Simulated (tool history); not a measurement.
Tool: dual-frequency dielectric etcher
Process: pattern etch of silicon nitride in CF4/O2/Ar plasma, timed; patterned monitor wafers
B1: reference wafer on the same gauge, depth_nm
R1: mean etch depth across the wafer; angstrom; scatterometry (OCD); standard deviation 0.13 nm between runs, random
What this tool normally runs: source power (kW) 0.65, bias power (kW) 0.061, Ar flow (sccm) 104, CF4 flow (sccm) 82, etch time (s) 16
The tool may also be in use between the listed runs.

{"run": 1, "hour": 0.0, "source power (kW)": 0.52, "bias power (kW)": 0.061, "Ar flow (sccm)": 104, "CF4 flow (sccm)": 82, "etch time (s)": 16, "B1": 49.68, "R1": 344.5}
{"run": 2, "hour": 50.0, "source power (kW)": 0.65, "bias power (kW)": 0.061, "Ar flow (sccm)": 104, "CF4 flow (sccm)": 82, "etch time (s)": 16, "B1": 49.74, "R1": 437.7}
{"run": 3, "hour": 109.8, "source power (kW)": 0.65, "bias power (kW)": 0.061, "Ar flow (sccm)": 104, "CF4 flow (sccm)": 82, "etch time (s)": 16, "B1": 49.76, "R1": 435.2}
{"run": 4, "hour": 138.2, "source power (kW)": 0.65, "bias power (kW)": 0.061, "Ar flow (sccm)": 104, "CF4 flow (sccm)": 82, "etch time (s)": 16, "B1": 49.69, "R1": 435.4}
{"hour": 182.9, "done": "upper electrode replaced, of another model than before"}
{"hour": 185.7, "done": "gauge calibrated"}
{"run": 5, "hour": 190.8, "source power (kW)": 0.65, "bias power (kW)": 0.061, "Ar flow (sccm)": 104, "CF4 flow (sccm)": 82, "etch time (s)": 16, "B1": 49.77, "R1": 435}
{"run": 6, "hour": 216.2, "source power (kW)": 0.65, "bias power (kW)": 0.061, "Ar flow (sccm)": 97, "CF4 flow (sccm)": 94, "etch time (s)": 13, "B1": 49.68, "R1": 362.5}
{"hour": 322.4, "done": "bias power generator calibrated"}
{"run": 7, "hour": 323.4, "source power (kW)": 0.65, "bias power (kW)": 0.061, "Ar flow (sccm)": 104, "CF4 flow (sccm)": 82, "etch time (s)": 16, "B1": 49.69, "R1": 430.4}
{"run": 8, "hour": 368.0, "source power (kW)": 0.65, "bias power (kW)": 0.061, "Ar flow (sccm)": 104, "CF4 flow (sccm)": 82, "etch time (s)": 16, "B1": 49.68, "R1": 432.9}
{"run": 9, "hour": 424.9, "source power (kW)": 0.56, "bias power (kW)": 0.061, "Ar flow (sccm)": 104, "CF4 flow (sccm)": 82, "etch time (s)": 16, "B1": 49.71, "R1": 384.5}
{"hour": 450.7, "done": "Ar flow controller replaced"}
{"hour": 519.2, "done": "wet clean of the chamber"}
{"run": 10, "hour": 519.7, "source power (kW)": 0.69, "bias power (kW)": 0.061, "Ar flow (sccm)": 129, "CF4 flow (sccm)": 97, "etch time (s)": 13.5, "B1": 49.72, "R1": 391.9}
{"run": 11, "hour": 566.9, "source power (kW)": 0.6, "bias power (kW)": 0.047, "Ar flow (sccm)": 117, "CF4 flow (sccm)": 64, "etch time (s)": 16, "B1": 49.8, "R1": 316.7}
{"hour": 626.6, "done": "CF4 flow controller replaced"}
{"run": 12, "hour": 627.1, "source power (kW)": 0.56, "bias power (kW)": 0.061, "Ar flow (sccm)": 90, "CF4 flow (sccm)": 69, "etch time (s)": 11.5, "B1": 49.8, "R1": 272.7}
{"run": 13, "hour": 678.0, "source power (kW)": 0.51, "bias power (kW)": 0.071, "Ar flow (sccm)": 90, "CF4 flow (sccm)": 82, "etch time (s)": 19, "B1": 49.66, "R1": 475.9}
{"run": 14, "hour": 722.9, "source power (kW)": 0.65, "bias power (kW)": 0.07, "Ar flow (sccm)": 104, "CF4 flow (sccm)": 82, "etch time (s)": 16, "B1": 49.75, "R1": 473.7}
{"run": 15, "hour": 772.5, "source power (kW)": 0.52, "bias power (kW)": 0.061, "Ar flow (sccm)": 89, "CF4 flow (sccm)": 82, "etch time (s)": 16, "B1": 49.74, "R1": 367.9}
{"run": 16, "hour": 881.3, "source power (kW)": 0.65, "bias power (kW)": 0.072, "Ar flow (sccm)": 104, "CF4 flow (sccm)": 62, "etch time (s)": 16, "B1": 49.68, "R1": 453.8}

Run 17 comes next. What will it give?
{"run": 17, "hour": 951.9, "source power (kW)": 0.76, "bias power (kW)": 0.049, "Ar flow (sccm)": 104, "CF4 flow (sccm)": 82, "etch time (s)": 19.5, "B1": "?", "R1": "?"}

{"run 17": {"B1": 49.67, "R1": 514.7}}
With no hidden state in the tool, this same run would have given R1 521.7 angstrom.
